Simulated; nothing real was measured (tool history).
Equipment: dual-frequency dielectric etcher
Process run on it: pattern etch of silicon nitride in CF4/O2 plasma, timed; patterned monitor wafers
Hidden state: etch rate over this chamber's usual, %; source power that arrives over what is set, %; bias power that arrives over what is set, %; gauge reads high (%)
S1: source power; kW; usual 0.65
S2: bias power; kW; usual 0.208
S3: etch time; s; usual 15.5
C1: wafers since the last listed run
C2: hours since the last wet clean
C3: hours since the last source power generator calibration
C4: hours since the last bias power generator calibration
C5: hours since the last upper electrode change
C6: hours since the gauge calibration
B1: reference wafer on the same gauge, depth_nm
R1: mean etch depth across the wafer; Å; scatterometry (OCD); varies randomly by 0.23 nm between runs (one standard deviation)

| run | hour | S1 | S2 | S3 | C1 | C2 | C3 | C4 | C5 | C6 | B1 | R1 |
|---|---|---|---|---|---|---|---|---|---|---|---|---|
| 1 | 0 | 0.75 | 0.208 | 18 | 0 | 399.4 | 3696.1 | 3983.1 | 5638.5 | 171.9 | 51.12 | 612.1 |
| 2 | 13.2 | 0.73 | 0.208 | 15.5 | 273 | 412.6 | 3709.3 | 3996.3 | 5651.7 | 185.1 | 50.99 | 513.4 |
| 3 | 30.1 | 0.65 | 0.208 | 15.5 | 350 | 429.5 | 3726.2 | 4013.2 | 5668.6 | 202 | 51.11 | 455.4 |
| 4 | 65.2 | 0.65 | 0.208 | 15.5 | 727 | 464.6 | 3761.3 | 4048.3 | 5703.7 | 237.1 | 51.04 | 457.3 |
| 5 | 85 | 0.65 | 0.208 | 15.5 | 410 | 484.4 | 3781.1 | 4068.1 | 5723.5 | 256.9 | 51.11 | 456 |
| 6 | 120.7 | 0.65 | 0.208 | 15.5 | 739 | 520.1 | 3816.8 | 4103.8 | 5759.2 | 292.6 | 51.21 | 454.3 |
| 7 | 134.9 | 0.65 | 0.208 | 15.5 | 294 | 534.3 | 3831 | 4118 | 5773.4 | 306.8 | 51.18 | 455.1 |
| 8 | 150.3 | 0.65 | 0.208 | 15.5 | 319 | 549.7 | 3846.4 | 4133.4 | 5788.8 | 322.2 | 51.06 | 446.1 |
| 9 | 172.2 | 0.65 | 0.208 | 15.5 | 453 | 571.6 | 3868.3 | 4155.3 | 5810.7 | 344.1 | 51.13 | 448.6 |
|  | 192.7 | source power generator calibrated |
|  | 205.2 | wet clean of the chamber |
| 10 | 205.7 | 0.65 | 0.208 | 15.5 | 353 | 0.5 | 13 | 4188.8 | 5844.2 | 377.6 | 51.18 | 464.9 |
| 11 | 220.4 | 0.65 | 0.208 | 15.5 | 304 | 15.2 | 27.7 | 4203.5 | 5858.9 | 392.3 | 51.28 | 468.8 |
|  | 233.7 | bias power generator calibrated |
| 12 | 240.3 | 0.74 | 0.208 | 19.5 | 329 | 35.1 | 47.6 | 6.6 | 5878.8 | 412.2 | 50.99 | 675.3 |
| 13 | 275.4 | 0.65 | 0.208 | 11 | 727 | 70.2 | 82.7 | 41.7 | 5913.9 | 447.3 | 51.07 | 329.3 |
| 14 | 287.8 | 0.65 | 0.208 | 15.5 | 256 | 82.6 | 95.1 | 54.1 | 5926.3 | 459.7 | 51.13 | 464.8 |
| 15 | 318.3 | 0.65 | 0.208 | 20 | 632 | 113.1 | 125.6 | 84.6 | 5956.8 | 490.2 | 51.02 | 600 |
|  | 358.4 | gauge calibrated |
|  | 362.6 | upper electrode replaced |
| 16 | 363.1 | 0.69 | 0.239 | 15.5 | 431 | 157.9 | 170.4 | 129.4 | 0.5 | 4.7 | 51.12 | 520 |
| 17 | 363.5 | 0.76 | 0.243 | 13 | 8 | 158.3 | 170.8 | 129.8 | 0.9 | 5.1 | 51.02 | 482.9 |
| 18 | 394 | 0.8 | 0.182 | 13.5 | 632 | 188.8 | 201.3 | 160.3 | 31.4 | 35.6 | 51.07 | 471 |
| 19 | 409.3 | 0.65 | 0.208 | 19.5 | 317 | 204.1 | 216.6 | 175.6 | 46.7 | 50.9 | 51.16 | 580 |
| 20 | 425.2 | 0.65 | 0.208 | 15.5 | 329 | 220 | 232.5 | 191.5 | 62.6 | 66.8 | 51.1 | 461.2 |
| 21 | 454.3 | 0.52 | 0.208 | 15.5 | 603 | 249.1 | 261.6 | 220.6 | 91.7 | 95.9 | 51.08 | 360.7 |
| 22 | 472.4 | 0.71 | 0.208 | 15.5 | 375 | 267.2 | 279.7 | 238.7 | 109.8 | 114 | 50.99 | 500 |

For each run, what was the tool's unlogged condition?
source power that arrives over what is set, %: 0 across all the runs
bias power that arrives over what is set, %: 0 across all the runs
gauge reads high (%): 0 across all the runs
H1: etch rate over this chamber's usual, %
| run | H1 |
|---|---|
| 1 | -2.87 |
| 2 | -2.96 |
| 3 | -3.08 |
| 4 | -3.32 |
| 5 | -3.46 |
| 6 | -3.7 |
| 7 | -3.8 |
| 8 | -3.91 |
| 9 | -4.06 |
| 10 | -0.0297 |
| 11 | -0.131 |
| 12 | -0.269 |
| 13 | -0.512 |
| 14 | -0.598 |
| 15 | -0.809 |
| 16 | -1.12 |
| 17 | -1.12 |
| 18 | -1.33 |
| 19 | -1.44 |
| 20 | -1.55 |
| 21 | -1.75 |
| 22 | -1.87 |

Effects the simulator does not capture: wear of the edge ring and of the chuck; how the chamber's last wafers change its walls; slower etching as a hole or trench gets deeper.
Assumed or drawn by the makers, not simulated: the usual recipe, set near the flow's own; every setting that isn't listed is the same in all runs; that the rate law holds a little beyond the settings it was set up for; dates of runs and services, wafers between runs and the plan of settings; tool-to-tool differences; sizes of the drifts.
